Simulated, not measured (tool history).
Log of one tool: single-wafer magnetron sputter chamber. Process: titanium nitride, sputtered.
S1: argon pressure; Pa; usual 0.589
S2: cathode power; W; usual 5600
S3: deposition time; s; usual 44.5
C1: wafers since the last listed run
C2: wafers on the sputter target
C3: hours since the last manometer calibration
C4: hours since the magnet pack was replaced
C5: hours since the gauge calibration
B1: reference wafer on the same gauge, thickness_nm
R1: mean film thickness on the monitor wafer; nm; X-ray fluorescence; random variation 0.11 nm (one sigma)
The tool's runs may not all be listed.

run    hour     S1    S2    S3    C1     C2      C3      C4      C5      B1      R1
  1     0.0  0.589  5600  44.5     0   8267   718.4  1922.4   536.8  45.337  41.940
  2   105.5  0.589  5600  44.5  2363  10631   823.9  2027.9   642.3  45.304  41.720
  3   191.0  0.589  5600  38.8  1915  12546   909.4  2113.4   727.8  45.302  36.526
  4   259.2  0.589  5600  38.8  1527  14074   977.6  2181.6   796.0  45.316  36.510
      309.3  -- capacitance manometer re-zeroed and calibrated
      453.6  -- sputter target and shields replaced
  5   519.2  0.589  5600  38.8  5466   1469   209.9  2441.6  1056.0  45.295  36.173
  6   608.9  0.589  4750  44.5  2009   3479   299.6  2531.3  1145.7  45.298  35.163
  7   692.1  0.589  5300  44.5  1863   5343   382.8  2614.5  1228.9  45.274  39.116
  8   794.8  0.589  5300  44.5  2300   7643   485.5  2717.2  1331.6  45.243  39.447
  9   848.4  0.589  5600  44.5  1200   8844   539.1  2770.8  1385.2  45.248  41.781
 10   942.2  0.589  5600  44.5  2101  10946   632.9  2864.6  1479.0  45.323  41.905
 11   980.4  0.589  5600  44.5   855  11801   671.1  2902.8  1517.2  45.311  41.642
 12  1057.8  0.589  5150  44.5  1734  13535   748.5  2980.2  1594.6  45.286  38.465
 13  1121.7  0.589  5150  44.5  1431  14967   812.4  3044.1  1658.5  45.308  38.332
     1157.7  -- gauge calibrated
 14  1222.7  0.589  6150  44.5  2262  17230   913.4  3145.1    65.0  45.335  46.043
     1319.3  -- sputter target and shields replaced
     1397.7  -- capacitance manometer re-zeroed and calibrated
 15  1451.2  0.589  5600  44.5  4760   2774    53.5  3373.6   293.5  45.308  41.313
 16  1499.3  0.589  5600  44.5  1077   3852   101.6  3421.7   341.6  45.307  41.208
 17  1553.4  0.429  4500  50.8  1212   5064   155.7  3475.8   395.7  45.291  40.421
 18  1849.2  0.435  6450  49.6  6626  11691   451.5  3771.6   691.5  45.279  56.536
 19  1900.4  0.435  4750  44.5  1147  12838   502.7  3822.8   742.7  45.252  37.570
 20  1991.0  0.589  5150  44.5  2029  14867   593.3  3913.4   833.3  45.285  38.432
     2021.7  -- sputter target and shields replaced
     2120.0  -- magnet pack replaced
 21  2235.5  0.589  4800  44.5  5119   4610   837.8   115.5  1077.8  45.283  35.946
 22  2313.6  0.511  6500  37.1  1749   6360   915.9   193.6  1155.9  45.332  41.914
 23  2402.1  0.589  5150  44.5  1982   8342  1004.4   282.1  1244.4  45.256  38.665
     2450.1  -- capacitance manometer re-zeroed and calibrated
 24  2450.9  0.589  6300  52.4   914   9256     0.8   330.9  1293.2  45.267  54.110
 25  2533.1  0.589  4700  44.5  1841  11098    83.0   413.1  1375.4  45.276  34.560
 26  2636.3  0.402  4650  38.6  2312  13410   186.2   516.3  1478.6  45.318  32.194
 27  2723.6  0.589  5300  44.5  1955  15366   273.5   603.6  1565.9  45.317  39.405
     2825.9  -- sputter target and shields replaced
 28  3021.8  0.704  6250  52.1  6501   4387   571.7   901.8  1864.1  45.317  52.335
     3055.9  -- gauge calibrated
 29  3174.7  0.589  5600  44.5  3425   7813   724.6  1054.7   118.8  45.318  41.813
 30  3265.1  0.589  5600  44.5  2025   9838   815.0  1145.1   209.2  45.333  41.943
 31  3371.8  0.589  5600  44.5  2390  12229   921.7  1251.8   315.9  45.258  42.048
 32  3460.8  0.402  4650  38.6  1993  14223  1010.7  1340.8   404.9  45.250  32.357
 33  3523.1  0.589  6950  52.6  1395  15618  1073.0  1403.1   467.2  45.298  61.487
     3542.2  -- capacitance manometer re-zeroed and calibrated
     3570.5  -- sputter target and shields replaced
 34  3618.8  0.772  6750  44.5  1785   1082    76.6  1498.8   562.9  45.270  46.024
 35  3714.0  0.729  4500  44.5  2132   3215   171.8  1594.0   658.1  45.272  31.371

Forecast each of these 3 alternatives for the next run:
  A  3714.4  0.523  5600  44.5   8  3224  172.2  1594.4  658.5   ?   ?
  B  3714.4  0.589  5600  36.0   8  3224  172.2  1594.4  658.5   ?   ?
  C  3714.4  0.361  6100  38.6   8  3224  172.2  1594.4  658.5   ?   ?

run      B1      R1
  A  45.288  42.173
  B  45.288  33.252
  C  45.288  42.486
Without the tool's hidden state the same runs would have given:
run      R1
  A  41.840
  B  32.956
  C  42.264

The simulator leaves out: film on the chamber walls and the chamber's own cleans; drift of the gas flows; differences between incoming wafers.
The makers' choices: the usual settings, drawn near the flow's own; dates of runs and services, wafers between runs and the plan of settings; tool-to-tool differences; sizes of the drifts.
